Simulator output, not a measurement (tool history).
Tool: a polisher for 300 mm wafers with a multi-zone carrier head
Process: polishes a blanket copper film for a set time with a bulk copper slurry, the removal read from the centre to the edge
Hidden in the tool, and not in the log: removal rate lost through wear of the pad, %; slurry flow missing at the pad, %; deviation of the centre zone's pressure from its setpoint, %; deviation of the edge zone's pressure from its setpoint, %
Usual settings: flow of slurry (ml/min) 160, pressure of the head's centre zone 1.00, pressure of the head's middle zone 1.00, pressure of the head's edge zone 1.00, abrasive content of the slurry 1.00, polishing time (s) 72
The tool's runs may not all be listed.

| run | hour | flow of slurry (ml/min) | pressure of the head's centre zone | pressure of the head's middle zone | pressure of the head's edge zone | abrasive content of the slurry | polishing time (s) | wafers since the last listed run | wafers polished on this pad | hours since the slurry nozzle was cleaned | hours since the centre zone pressure was calibrated | hours since the edge zone pressure was calibrated | hours since the carrier head's membrane was replaced | incoming thickness of the incoming film, nm | film removed at the wafer's centre (nm) | film removed at mid-radius (nm) | film removed at the wafer's edge (nm) |
|---|---|---|---|---|---|---|---|---|---|---|---|---|---|---|---|---|---|
| 1 | 0.0 | 160 | 1.00 | 1.00 | 1.00 | 1.00 | 72 | 0 | 525 | 540.7 | 1019.1 | 194.6 | 1615.5 | 4264.1 | 727.6 | 743.5 | 771.3 |
| 2 | 8.9 | 160 | 1.00 | 1.00 | 1.00 | 1.00 | 72 | 64 | 590 | 549.6 | 1028.0 | 203.5 | 1624.4 | 4225.7 | 727.7 | 725.1 | 785.5 |
| 3 | 24.1 | 160 | 1.00 | 1.00 | 1.00 | 1.00 | 72 | 110 | 700 | 564.8 | 1043.2 | 218.7 | 1639.6 | 4225.2 | 707.3 | 741.9 | 758.6 |
| 4 | 34.6 | 175 | 1.00 | 1.00 | 0.91 | 1.00 | 72 | 76 | 776 | 575.3 | 1053.7 | 229.2 | 1650.1 | 4310.1 | 753.2 | 763.2 | 743.9 |
| 5 | 42.0 | 175 | 1.00 | 1.00 | 0.91 | 1.00 | 72 | 53 | 830 | 582.7 | 1061.1 | 236.6 | 1657.5 | 4263.4 | 748.0 | 747.5 | 746.0 |
| 6 | 54.3 | 160 | 0.92 | 1.00 | 1.00 | 1.00 | 72 | 89 | 919 | 595.0 | 1073.4 | 248.9 | 1669.8 | 4243.8 | 656.9 | 705.8 | 743.5 |
|  | 70.0 | centre zone pressure recalibrated |
| 7 | 70.4 | 160 | 0.92 | 1.00 | 1.00 | 1.00 | 72 | 102 | 1022 | 611.1 | 0.4 | 265.0 | 1685.9 | 4256.6 | 652.4 | 732.4 | 763.0 |
|  | 72.9 | slurry nozzle cleaned |
|  | 82.3 | carrier head's membrane replaced by a new one |
|  | 88.5 | worn pad replaced by a new one |
| 8 | 123.2 | 175 | 1.00 | 1.00 | 0.91 | 1.00 | 72 | 310 | 251 | 50.3 | 53.2 | 317.8 | 40.9 | 4230.8 | 887.1 | 874.2 | 824.0 |
| 9 | 135.6 | 160 | 1.00 | 1.00 | 0.93 | 1.00 | 49 | 90 | 341 | 62.7 | 65.6 | 330.2 | 53.3 | 4303.8 | 579.4 | 578.1 | 560.0 |
| 10 | 144.4 | 160 | 1.00 | 1.00 | 1.00 | 0.75 | 72 | 63 | 405 | 71.5 | 74.4 | 339.0 | 62.1 | 4276.8 | 819.7 | 832.5 | 816.5 |
|  | 154.7 | edge zone pressure recalibrated |
| 11 | 155.2 | 160 | 1.07 | 1.00 | 1.10 | 1.00 | 65 | 63 | 469 | 82.3 | 85.2 | 0.5 | 72.9 | 4306.3 | 805.1 | 748.4 | 783.4 |
| 12 | 163.2 | 160 | 1.00 | 1.00 | 1.00 | 1.00 | 72 | 58 | 527 | 90.3 | 93.2 | 8.5 | 80.9 | 4200.5 | 853.5 | 837.1 | 835.6 |
| 13 | 192.6 | 115 | 1.00 | 1.00 | 1.00 | 0.80 | 90 | 213 | 741 | 119.7 | 122.6 | 37.9 | 110.3 | 4287.4 | 873.8 | 906.6 | 914.3 |
| 14 | 200.9 | 160 | 1.00 | 1.00 | 1.00 | 1.00 | 72 | 60 | 801 | 128.0 | 130.9 | 46.2 | 118.6 | 4254.0 | 812.1 | 803.0 | 808.9 |

How the hidden state differs across the entries between the runs, from the last listed run before each to the first after it:
Between runs 6 and 7: centre zone pressure recalibrated (hour 70.0)
  removal rate lost through wear of the pad, %: 4.37 -> 4.92; slurry flow missing at the pad, %: 44.6 -> 44.8
  measured less the result without the state, film removed at the wafer's centre (nm): -176.4 -> -181.2; film removed at mid-radius (nm): -166.9 -> -179.7; film removed at the wafer's edge (nm): -128.5 -> -137.9
Between runs 7 and 8: slurry nozzle cleaned (hour 72.9); carrier head's membrane replaced by a new one (hour 82.3); worn pad replaced by a new one (hour 88.5)
  removal rate lost through wear of the pad, %: 4.92 -> 1.91; slurry flow missing at the pad, %: 44.8 -> 11.4
  measured less the result without the state, film removed at the wafer's centre (nm): -181.2 -> -41.2; film removed at mid-radius (nm): -179.7 -> -37.9; film removed at the wafer's edge (nm): -137.9 -> -30.2
Between runs 10 and 11: edge zone pressure recalibrated (hour 154.7)
  removal rate lost through wear of the pad, %: 2.64 -> 3; slurry flow missing at the pad, %: 14.5 -> 16
  measured less the result without the state, film removed at the wafer's centre (nm): -54.8 -> -61.3; film removed at mid-radius (nm): -51.7 -> -52.8; film removed at the wafer's edge (nm): -42.5 -> -46.3

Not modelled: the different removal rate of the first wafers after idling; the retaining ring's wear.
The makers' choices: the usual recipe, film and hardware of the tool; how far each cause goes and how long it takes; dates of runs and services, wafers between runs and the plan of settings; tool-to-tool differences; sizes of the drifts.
